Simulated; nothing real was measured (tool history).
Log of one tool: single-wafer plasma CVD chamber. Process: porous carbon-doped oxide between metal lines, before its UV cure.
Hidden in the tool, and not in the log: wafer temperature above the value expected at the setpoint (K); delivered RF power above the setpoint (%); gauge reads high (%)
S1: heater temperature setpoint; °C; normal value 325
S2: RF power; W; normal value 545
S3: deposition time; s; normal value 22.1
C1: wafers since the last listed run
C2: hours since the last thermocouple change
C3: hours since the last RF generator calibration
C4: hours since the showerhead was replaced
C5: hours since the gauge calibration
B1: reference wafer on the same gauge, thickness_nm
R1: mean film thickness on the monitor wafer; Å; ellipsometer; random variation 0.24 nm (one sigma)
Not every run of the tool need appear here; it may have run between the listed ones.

run	hour	S1	S2	S3	C1	C2	C3	C4	C5	B1	R1
1	0.0	325	545	18.7	0	1086.3	967.6	5823.2	241.2	100.987	844.52
2	17.0	325	545	18.6	569	1103.3	984.6	5840.2	258.2	101.012	836.33
3	32.9	325	545	18.6	532	1119.2	1000.5	5856.1	274.1	101.004	836.47
4	48.3	325	545	18.6	515	1134.6	1015.9	5871.5	289.5	100.947	836.04
5	65.3	314	570	22.1	569	1151.6	1032.9	5888.5	306.5	100.974	1091.31
6	80.1	314	570	22.1	495	1166.4	1047.7	5903.3	321.3	101.061	1087.72
7	97.8	336	545	22.1	592	1184.1	1065.4	5921.0	339.0	101.001	931.51
8	105.4	336	545	22.1	254	1191.7	1073.0	5928.6	346.6	100.994	926.51
9	121.2	336	545	22.1	528	1207.5	1088.8	5944.4	362.4	100.928	928.13
10	128.9	325	545	22.1	257	1215.2	1096.5	5952.1	370.1	100.999	976.79
11	154.7	325	545	21.0	863	1241.0	1122.3	5977.9	395.9	101.069	931.37
12	172.2	325	545	21.0	585	1258.5	1139.8	5995.4	413.4	100.999	929.63
13	178.9	325	545	21.0	224	1265.2	1146.5	6002.1	420.1	101.034	925.24
14	188.3	316	545	18.6	314	1274.6	1155.9	6011.5	429.5	100.939	866.76
15	198.9	313	545	22.1	354	1285.2	1166.5	6022.1	440.1	101.052	1044.84
16	205.1	325	545	22.1	207	1291.4	1172.7	6028.3	446.3	101.016	968.85
# hour 205.7: gauge calibrated
17	222.2	336	545	22.1	572	1308.5	1189.8	6045.4	16.5	101.027	917.74
18	232.3	319	515	18.1	338	1318.6	1199.9	6055.5	26.6	100.992	786.62
# hour 243.8: RF generator calibrated
19	244.3	325	625	19.0	133	1330.6	0.5	6067.5	38.6	101.031	967.64
20	256.0	325	545	22.1	391	1342.3	12.2	6079.2	50.3	100.925	1004.82
21	271.3	314	545	25.6	512	1357.6	27.5	6094.5	65.6	101.031	1219.01
# hour 327.1: showerhead replaced
22	327.6	310	545	20.3	1616	1413.9	83.8	0.5	121.9	100.994	999.08
23	341.2	329	545	26.0	455	1427.5	97.4	14.1	135.5	100.989	1146.52
24	352.8	317	470	24.0	388	1439.1	109.0	25.7	147.1	101.002	979.89
# hour 364.4: thermocouple changed; heater temperature recalibrated
25	364.9	325	545	22.1	137	0.5	121.1	37.8	159.2	101.011	1032.57
26	378.1	325	545	22.1	441	13.7	134.3	51.0	172.4	101.005	1030.95
27	386.5	312	545	20.6	281	22.1	142.7	59.4	180.8	100.991	1041.66
28	400.4	339	545	19.8	465	36.0	156.6	73.3	194.7	100.932	859.65
29	416.0	325	545	22.1	522	51.6	172.2	88.9	210.3	101.022	1031.67
30	424.5	313	545	18.1	284	60.1	180.7	97.4	218.8	101.024	908.87
31	439.3	331	545	22.1	495	74.9	195.5	112.2	233.6	100.999	992.68
32	455.1	340	545	25.2	528	90.7	211.3	128.0	249.4	100.940	1074.62
33	461.9	325	545	22.1	227	97.5	218.1	134.8	256.2	101.071	1026.85
34	476.1	314	480	22.1	475	111.7	232.3	149.0	270.4	100.960	975.98
35	491.5	333	625	19.6	515	127.1	247.7	164.4	285.8	101.014	980.25

3 options for the next run, each taken on its own from the tool as it stands now. Forecast them:
A	491.9	325	545	22.1	13	127.5	248.1	164.8	286.2	?	?
B	491.9	325	495	22.1	13	127.5	248.1	164.8	286.2	?	?
C	491.9	337	545	24.4	13	127.5	248.1	164.8	286.2	?	?

run	B1	R1
A	100.973	1027.93
B	100.973	944.09
C	100.973	1062.08
What these runs would have given with no unlogged condition in the tool:
run	R1
A	1052.35
B	966.82
C	1086.88

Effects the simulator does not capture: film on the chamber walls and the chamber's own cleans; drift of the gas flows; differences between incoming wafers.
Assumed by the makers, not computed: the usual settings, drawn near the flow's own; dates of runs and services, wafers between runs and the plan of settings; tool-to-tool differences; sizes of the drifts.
